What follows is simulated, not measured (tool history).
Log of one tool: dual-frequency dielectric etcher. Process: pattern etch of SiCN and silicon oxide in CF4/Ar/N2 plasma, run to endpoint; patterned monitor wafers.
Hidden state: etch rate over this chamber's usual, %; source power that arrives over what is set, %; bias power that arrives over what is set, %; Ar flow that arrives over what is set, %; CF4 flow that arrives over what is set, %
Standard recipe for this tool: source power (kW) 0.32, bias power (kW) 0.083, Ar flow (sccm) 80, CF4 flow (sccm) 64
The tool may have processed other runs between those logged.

| run | hour | source power (kW) | bias power (kW) | Ar flow (sccm) | CF4 flow (sccm) | wafers since the last listed run | hours since the last wet clean | hours since the last source power generator calibration | hours since the last bias power generator calibration | hours since the last Ar flow controller change | hours since the last CF4 flow controller change | hours since the last upper electrode change | incoming incoming film thickness, nm | endpoint time (s) |
|---|---|---|---|---|---|---|---|---|---|---|---|---|---|---|
| 1 | 0 | 0.32 | 0.083 | 80 | 64 | 0 | 363.1 | 2541 | 1912.3 | 1759.2 | 4457.7 | 5093 | 15.6 | 23.7 |
|  | 75.2 | wet clean of the chamber |
| 2 | 75.7 | 0.32 | 0.083 | 80 | 64 | 507 | 0.5 | 2616.7 | 1988 | 1834.9 | 4533.4 | 5168.7 | 15.59 | 23.6 |
| 3 | 113.4 | 0.32 | 0.083 | 80 | 64 | 369 | 38.2 | 2654.4 | 2025.7 | 1872.6 | 4571.1 | 5206.4 | 15.43 | 23.2 |
| 4 | 157 | 0.32 | 0.083 | 80 | 64 | 427 | 81.8 | 2698 | 2069.3 | 1916.2 | 4614.7 | 5250 | 15.57 | 23.6 |
| 5 | 312.8 | 0.32 | 0.083 | 80 | 64 | 1528 | 237.6 | 2853.8 | 2225.1 | 2072 | 4770.5 | 5405.8 | 15.38 | 23.4 |
| 6 | 340 | 0.32 | 0.083 | 80 | 64 | 266 | 264.8 | 2881 | 2252.3 | 2099.2 | 4797.7 | 5433 | 15.63 | 23.6 |
| 7 | 377.3 | 0.27 | 0.083 | 80 | 64 | 365 | 302.1 | 2918.3 | 2289.6 | 2136.5 | 4835 | 5470.3 | 15.44 | 28.6 |
|  | 452 | wet clean of the chamber |
| 8 | 452.5 | 0.27 | 0.083 | 80 | 64 | 502 | 0.5 | 2993.5 | 2364.8 | 2211.7 | 4910.2 | 5545.5 | 15.51 | 28.8 |
| 9 | 470.3 | 0.32 | 0.083 | 80 | 64 | 174 | 18.3 | 3011.3 | 2382.6 | 2229.5 | 4928 | 5563.3 | 15.52 | 23.7 |
|  | 497.3 | CF4 flow controller replaced |
|  | 528.1 | bias power generator calibrated |
| 10 | 540 | 0.32 | 0.083 | 80 | 64 | 585 | 88 | 3081 | 11.9 | 2299.2 | 42.7 | 5633 | 15.48 | 23.6 |
|  | 582.4 | upper electrode replaced |
| 11 | 596.2 | 0.26 | 0.083 | 80 | 64 | 315 | 144.2 | 3137.2 | 68.1 | 2355.4 | 98.9 | 13.8 | 15.51 | 29.8 |
| 12 | 661.1 | 0.32 | 0.083 | 80 | 64 | 636 | 209.1 | 3202.1 | 133 | 2420.3 | 163.8 | 78.7 | 15.34 | 23.3 |
|  | 667.5 | source power generator calibrated |
| 13 | 713.2 | 0.32 | 0.083 | 80 | 64 | 471 | 261.2 | 45.7 | 185.1 | 2472.4 | 215.9 | 130.8 | 15.51 | 22 |
| 14 | 750.3 | 0.28 | 0.094 | 92 | 64 | 363 | 298.3 | 82.8 | 222.2 | 2509.5 | 253 | 167.9 | 15.55 | 25.1 |
|  | 760.3 | Ar flow controller replaced |
|  | 800.5 | wet clean of the chamber |
| 15 | 801 | 0.28 | 0.083 | 72 | 64 | 203 | 0.5 | 133.5 | 272.9 | 40.7 | 303.7 | 218.6 | 15.53 | 25.6 |
| 16 | 824.8 | 0.37 | 0.099 | 98 | 64 | 233 | 24.3 | 157.3 | 296.7 | 64.5 | 327.5 | 242.4 | 15.47 | 18.4 |
| 17 | 884.6 | 0.32 | 0.083 | 80 | 64 | 586 | 84.1 | 217.1 | 356.5 | 124.3 | 387.3 | 302.2 | 15.63 | 22.3 |
| 18 | 924.3 | 0.32 | 0.09 | 80 | 64 | 389 | 123.8 | 256.8 | 396.2 | 164 | 427 | 341.9 | 15.46 | 21.8 |
| 19 | 968.6 | 0.29 | 0.083 | 80 | 78 | 434 | 168.1 | 301.1 | 440.5 | 208.3 | 471.3 | 386.2 | 15.43 | 23.8 |
| 20 | 1008.7 | 0.37 | 0.083 | 80 | 64 | 393 | 208.2 | 341.2 | 480.6 | 248.4 | 511.4 | 426.3 | 15.3 | 18.9 |
| 21 | 1035.1 | 0.38 | 0.083 | 91 | 64 | 259 | 234.6 | 367.6 | 507 | 274.8 | 537.8 | 452.7 | 15.42 | 18.8 |
| 22 | 1100.3 | 0.4 | 0.083 | 99 | 64 | 639 | 299.8 | 432.8 | 572.2 | 340 | 603 | 517.9 | 15.53 | 18.2 |

Each row is a separate what-if for the run after 22, all from the same tool condition, not one after another. Results?
| A | 1100.7 | 0.32 | 0.083 | 80 | 72 | 3 | 300.2 | 433.2 | 572.6 | 340.4 | 603.4 | 518.3 | 15.47 | ? |
| B | 1100.7 | 0.32 | 0.083 | 80 | 73 | 3 | 300.2 | 433.2 | 572.6 | 340.4 | 603.4 | 518.3 | 15.47 | ? |
| C | 1100.7 | 0.32 | 0.091 | 80 | 64 | 3 | 300.2 | 433.2 | 572.6 | 340.4 | 603.4 | 518.3 | 15.47 | ? |
| D | 1100.7 | 0.4 | 0.083 | 88 | 64 | 3 | 300.2 | 433.2 | 572.6 | 340.4 | 603.4 | 518.3 | 15.47 | ? |

| run | endpoint time (s) |
|---|---|
| A | 22 |
| B | 22 |
| C | 21.9 |
| D | 18 |
Had the tool no hidden state, the same runs would have come out as:
| run | endpoint time (s) |
|---|---|
| A | 21.8 |
| B | 21.7 |
| C | 21.6 |
| D | 17.8 |

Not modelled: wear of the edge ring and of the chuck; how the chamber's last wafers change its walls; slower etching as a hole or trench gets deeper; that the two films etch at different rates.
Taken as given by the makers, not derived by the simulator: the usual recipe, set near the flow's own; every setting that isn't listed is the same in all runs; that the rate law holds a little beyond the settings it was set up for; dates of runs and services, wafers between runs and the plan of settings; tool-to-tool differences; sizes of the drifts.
